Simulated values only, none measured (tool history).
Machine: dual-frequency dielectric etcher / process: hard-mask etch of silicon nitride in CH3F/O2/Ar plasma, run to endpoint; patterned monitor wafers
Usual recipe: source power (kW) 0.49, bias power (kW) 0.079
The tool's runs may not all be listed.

| run | day | source power (kW) | bias power (kW) | wafers since the last listed run | hours since the last wet clean | hours since the last source power generator calibration | hours since the last bias power generator calibration | hours since the last upper electrode change | incoming incoming film thickness, nm | endpoint time (s) |
|---|---|---|---|---|---|---|---|---|---|---|
| 1 | 0 | 0.49 | 0.067 | 0 | 405.7 | 3402.9 | 2344.2 | 3850.4 | 54.7 | 88.6 |
| 2 | 0.4 | 0.49 | 0.067 | 106 | 415.3 | 3412.5 | 2353.8 | 3860 | 54.8 | 88.9 |
| 3 | 0.95 | 0.49 | 0.079 | 146 | 428.5 | 3425.7 | 2367 | 3873.2 | 55.2 | 83.2 |
| 4 | 1.279 | 0.49 | 0.079 | 87 | 436.4 | 3433.6 | 2374.9 | 3881.1 | 54.7 | 82.7 |
| 5 | 1.671 | 0.49 | 0.079 | 104 | 445.8 | 3443 | 2384.3 | 3890.5 | 54.8 | 82.3 |
| 6 | 2.292 | 0.49 | 0.079 | 165 | 460.7 | 3457.9 | 2399.2 | 3905.4 | 55.6 | 84.1 |
| 7 | 2.696 | 0.43 | 0.069 | 107 | 470.4 | 3467.6 | 2408.9 | 3915.1 | 54.8 | 90.5 |
| 8 | 3.092 | 0.49 | 0.079 | 105 | 479.9 | 3477.1 | 2418.4 | 3924.6 | 55.1 | 83 |
| 9 | 3.704 | 0.49 | 0.079 | 163 | 494.6 | 3491.8 | 2433.1 | 3939.3 | 54.9 | 82.6 |
| 10 | 4.033 | 0.49 | 0.075 | 87 | 502.5 | 3499.7 | 2441 | 3947.2 | 54.8 | 84.3 |
|  | 4.596 | bias power generator calibrated |
|  | 5.104 | upper electrode replaced |
| 11 | 5.125 | 0.49 | 0.075 | 110 | 528.7 | 3525.9 | 12.7 | 0.5 | 54.8 | 83.8 |
| 12 | 5.142 | 0.49 | 0.093 | 4 | 529.1 | 3526.3 | 13.1 | 0.9 | 54.4 | 76 |
| 13 | 5.183 | 0.41 | 0.09 | 11 | 530.1 | 3527.3 | 14.1 | 1.9 | 55.2 | 82.3 |
| 14 | 5.679 | 0.57 | 0.079 | 132 | 542 | 3539.2 | 26 | 13.8 | 55.1 | 78.8 |
| 15 | 6.396 | 0.56 | 0.079 | 191 | 559.2 | 3556.4 | 43.2 | 31 | 54.5 | 78.4 |
| 16 | 6.7 | 0.4 | 0.065 | 81 | 566.5 | 3563.7 | 50.5 | 38.3 | 55 | 94.4 |
|  | 7.733 | wet clean of the chamber |
| 17 | 7.754 | 0.49 | 0.087 | 14 | 0.5 | 3589 | 75.8 | 63.6 | 54.5 | 80.9 |
| 18 | 7.804 | 0.43 | 0.069 | 13 | 1.7 | 3590.2 | 77 | 64.8 | 54.6 | 92.5 |
|  | 8.183 | source power generator calibrated |
| 19 | 8.204 | 0.49 | 0.079 | 62 | 11.3 | 0.5 | 86.6 | 74.4 | 54.9 | 85.4 |
| 20 | 8.362 | 0.54 | 0.061 | 42 | 15.1 | 4.3 | 90.4 | 78.2 | 55.1 | 91.4 |
| 21 | 8.967 | 0.49 | 0.079 | 161 | 29.6 | 18.8 | 104.9 | 92.7 | 55.1 | 84.9 |
| 22 | 9.471 | 0.43 | 0.061 | 134 | 41.7 | 30.9 | 117 | 104.8 | 54.5 | 97.1 |
| 23 | 10.442 | 0.49 | 0.079 | 258 | 65 | 54.2 | 140.3 | 128.1 | 54.8 | 84.5 |
| 24 | 11.004 | 0.45 | 0.094 | 150 | 78.5 | 67.7 | 153.8 | 141.6 | 54.9 | 80.6 |

Forecast each of these 3 alternatives for the next run:
| A | 11.021 | 0.49 | 0.091 | 4 | 78.9 | 68.1 | 154.2 | 142 | 55.3 | ? |
| B | 11.021 | 0.58 | 0.079 | 4 | 78.9 | 68.1 | 154.2 | 142 | 55.3 | ? |
| C | 11.021 | 0.61 | 0.066 | 4 | 78.9 | 68.1 | 154.2 | 142 | 55.3 | ? |

| run | endpoint time (s) |
|---|---|
| A | 80.3 |
| B | 81.1 |
| C | 86.1 |
Without the tool's hidden state the same runs would have given:
| run | endpoint time (s) |
|---|---|
| A | 81.2 |
| B | 82 |
| C | 87 |

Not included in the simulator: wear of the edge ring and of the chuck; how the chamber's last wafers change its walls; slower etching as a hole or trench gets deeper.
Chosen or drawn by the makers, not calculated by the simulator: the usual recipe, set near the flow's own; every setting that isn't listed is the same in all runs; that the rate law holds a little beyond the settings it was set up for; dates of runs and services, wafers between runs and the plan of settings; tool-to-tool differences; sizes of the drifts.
